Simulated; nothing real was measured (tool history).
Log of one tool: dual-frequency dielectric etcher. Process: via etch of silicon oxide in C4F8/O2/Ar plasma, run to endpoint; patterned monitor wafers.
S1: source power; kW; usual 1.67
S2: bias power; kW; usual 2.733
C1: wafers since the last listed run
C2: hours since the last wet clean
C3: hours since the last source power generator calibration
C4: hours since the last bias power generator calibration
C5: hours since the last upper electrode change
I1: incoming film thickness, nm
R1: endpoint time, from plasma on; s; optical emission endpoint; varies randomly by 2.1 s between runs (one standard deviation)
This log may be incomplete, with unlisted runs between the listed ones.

run	day	S1	S2	C1	C2	C3	C4	C5	I1	R1
1	0	1.67	2.733	0	236.3	2253.3	1801.9	6219.2	1457.5	276.9
2	2.317	1.67	2.733	237	291.9	2308.9	1857.5	6274.8	1465.2	278.3
3	3.258	1.67	2.733	96	314.5	2331.5	1880.1	6297.4	1468.6	281.6
4	4.671	1.67	2.733	145	348.4	2365.4	1914	6331.3	1479.2	278.6
5	6.117	1.67	2.733	148	383.1	2400.1	1948.7	6366	1472.9	276.8
# day 7.975: wet clean of the chamber
6	9.742	1.67	2.733	269	42.4	2487.1	2035.7	6453	1480	287.6
# day 15.025: upper electrode replaced
7	15.046	1.67	2.733	442	169.7	2614.4	2163	0.5	1473.6	280.7
8	15.062	1.67	2.733	1	170.1	2614.8	2163.4	0.9	1475.9	281.4
9	15.746	1.67	2.733	70	186.5	2631.2	2179.8	17.3	1476.8	280.2
# day 17.158: bias power generator calibrated
10	19.704	1.67	2.733	389	281.5	2726.2	61.1	112.3	1453.2	274.6
11	20.775	1.67	2.733	109	307.2	2751.9	86.8	138	1458.3	275.4
12	21.808	1.67	2.733	106	332	2776.7	111.6	162.8	1468.6	274.7
13	22.575	1.9	2.733	78	350.4	2795.1	130	181.2	1476.8	259.8
14	23.233	2.07	3.08	67	366.2	2810.9	145.8	197	1475.7	238
15	24.058	1.83	2.931	84	386	2830.7	165.6	216.8	1454.1	252.5
# day 28.346: wet clean of the chamber
16	28.367	1.67	2.733	339	0.5	2934.1	269	320.2	1468.6	281.2
17	29.45	1.67	2.216	111	26.5	2960.1	295	346.2	1475.9	314.3
18	30.5	1.43	2.345	107	51.7	2985.3	320.2	371.4	1449.6	328.3
19	31.892	1.38	3.149	142	85.1	3018.7	353.6	404.8	1470.4	288.2
# day 32.238: source power generator calibrated
20	32.504	1.67	2.733	45	99.8	6.4	368.3	419.5	1471.3	284.4
21	33.117	1.27	2.561	62	114.5	21.1	383	434.2	1466.5	332.5
22	33.983	1.67	2.484	89	135.3	41.9	403.8	455	1438.3	287
23	34.917	1.88	3.133	95	157.7	64.3	426.2	477.4	1471.2	247.1
24	35.571	1.67	3.348	67	173.4	80	441.9	493.1	1453.8	250.1
25	36.162	1.34	2.467	60	187.6	94.2	456.1	507.3	1464.1	327.5
26	36.767	1.83	2.733	62	202.1	108.7	470.6	521.8	1466.9	267.6
27	37.604	1.67	3.245	86	222.2	128.8	490.7	541.9	1465.1	255.2
28	38.317	1.82	3.108	73	239.3	145.9	507.8	559	1472.8	250.7
29	39.15	1.67	2.733	85	259.3	165.9	527.8	579	1471.8	276.3
30	40.121	1.48	2.733	99	282.6	189.2	551.1	602.3	1458	291.7
31	41.525	1.92	2.442	144	316.3	222.9	584.8	636	1475.7	275.4
32	43.617	1.79	3.16	214	366.5	273.1	635	686.2	1468.8	244.4
33	44.4	1.3	2.561	80	385.3	291.9	653.8	705	1459.2	313.6
34	45.588	1.98	3.348	121	413.8	320.4	682.3	733.5	1469.2	227.7
# day 46.867: wet clean of the chamber
35	46.888	1.67	2.733	30	0.5	351.6	713.5	764.7	1469.1	283
36	48.033	1.67	2.733	117	28	379.1	741	792.2	1483.2	284.3

For each entry between runs, how does the tool's hidden state at the last listed run before it compare with that at the first listed run after it?
Logged between run 5 and run 6: wet clean of the chamber (day 7.975)
  etch rate over this chamber's usual, %: 4.26 -> 0.947
  difference, measured minus the result without the unlogged condition, R1: -11.7 -> -2.7 s
Logged between run 6 and run 7: upper electrode replaced (day 15.025)
  etch rate over this chamber's usual, %: 0.947 -> 2.5
  difference, measured minus the result without the unlogged condition, R1: -2.7 -> -7 s
Logged between run 9 and run 10: bias power generator calibrated (day 17.158)
  etch rate over this chamber's usual, %: 2.7 -> 3.86
  difference, measured minus the result without the unlogged condition, R1: -7.6 -> -10.6 s
Logged between run 15 and run 16: wet clean of the chamber (day 28.346)
  etch rate over this chamber's usual, %: 5.14 -> 1.22
  difference, measured minus the result without the unlogged condition, R1: -12.9 -> -3.4 s
Logged between run 19 and run 20: source power generator calibrated (day 32.238)
  etch rate over this chamber's usual, %: 2.25 -> 2.43
  difference, measured minus the result without the unlogged condition, R1: -6.5 -> -6.9 s
Logged between run 34 and run 35: wet clean of the chamber (day 46.867)
  etch rate over this chamber's usual, %: 6.26 -> 1.04
  difference, measured minus the result without the unlogged condition, R1: -14.3 -> -2.9 s
